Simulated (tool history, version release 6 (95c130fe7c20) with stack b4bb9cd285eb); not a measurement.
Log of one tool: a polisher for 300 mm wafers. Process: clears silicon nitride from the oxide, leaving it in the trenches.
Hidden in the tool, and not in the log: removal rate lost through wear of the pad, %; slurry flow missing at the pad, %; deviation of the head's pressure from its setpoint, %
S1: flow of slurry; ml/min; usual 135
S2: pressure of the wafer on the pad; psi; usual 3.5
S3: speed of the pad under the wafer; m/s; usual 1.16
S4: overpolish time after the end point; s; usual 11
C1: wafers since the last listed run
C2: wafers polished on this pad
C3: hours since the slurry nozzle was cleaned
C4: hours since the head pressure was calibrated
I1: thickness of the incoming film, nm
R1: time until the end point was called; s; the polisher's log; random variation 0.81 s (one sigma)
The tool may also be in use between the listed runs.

run 1 hour=0.0 | S1=135 S2=3.5 S3=1.16 S4=11 | C1=0 C2=1191 C3=288.4 C4=442.0 | I1=109.9 | R1=73.0
run 2 hour=38.2 | S1=135 S2=3.5 S3=1.16 S4=11 | C1=209 C2=1400 C3=326.6 C4=480.2 | I1=109.4 | R1=74.4
-- hour=43.4 worn pad replaced by a new one
run 3 hour=80.4 | S1=135 S2=3.5 S3=1.16 S4=11 | C1=209 C2=203 C3=368.8 C4=522.4 | I1=110.4 | R1=75.8
run 4 hour=131.2 | S1=135 S2=3.5 S3=1.16 S4=11 | C1=278 C2=482 C3=419.6 C4=573.2 | I1=111.8 | R1=76.4
run 5 hour=175.7 | S1=135 S2=3.5 S3=1.16 S4=11 | C1=244 C2=726 C3=464.1 C4=617.7 | I1=109.7 | R1=75.4
-- hour=189.6 head pressure recalibrated
run 6 hour=222.7 | S1=135 S2=3.5 S3=1.16 S4=11 | C1=247 C2=973 C3=511.1 C4=33.1 | I1=110.9 | R1=72.1
run 7 hour=261.6 | S1=135 S2=3.5 S3=1.16 S4=15 | C1=213 C2=1187 C3=550.0 C4=72.0 | I1=111.4 | R1=73.3
run 8 hour=301.8 | S1=135 S2=3.5 S3=1.16 S4=15 | C1=220 C2=1407 C3=590.2 C4=112.2 | I1=111.1 | R1=72.7
run 9 hour=360.5 | S1=135 S2=3.5 S3=1.16 S4=15 | C1=322 C2=1730 C3=648.9 C4=170.9 | I1=108.2 | R1=72.1
-- hour=374.3 slurry nozzle cleaned
-- hour=377.9 worn pad replaced by a new one, of another model than before
run 10 hour=474.8 | S1=150 S2=3.5 S3=1.00 S4=11 | C1=602 C2=531 C3=100.5 C4=285.2 | I1=110.3 | R1=76.0
run 11 hour=499.5 | S1=150 S2=3.5 S3=1.00 S4=11 | C1=135 C2=667 C3=125.2 C4=309.9 | I1=110.9 | R1=77.6
run 12 hour=551.7 | S1=135 S2=3.1 S3=1.16 S4=11 | C1=286 C2=954 C3=177.4 C4=362.1 | I1=111.0 | R1=81.1
run 13 hour=583.4 | S1=135 S2=3.1 S3=1.16 S4=11 | C1=174 C2=1128 C3=209.1 C4=393.8 | I1=111.1 | R1=80.8
run 14 hour=691.8 | S1=135 S2=3.5 S3=1.16 S4=11 | C1=595 C2=1723 C3=317.5 C4=502.2 | I1=109.0 | R1=74.2
-- hour=709.7 worn pad replaced by a new one
run 15 hour=717.0 | S1=135 S2=4.0 S3=1.16 S4=11 | C1=116 C2=40 C3=342.7 C4=527.4 | I1=111.2 | R1=68.3

Run 16 comes next. What will it give?
run 16 hour=763.4 | S1=150 S2=2.3 S3=1.54 S4=14 | C1=254 C2=294 C3=389.1 C4=573.8 | I1=107.5 | R1=?

R1: 78.9 s
Without the tool's hidden state the same run would have given R1 76.9 s.
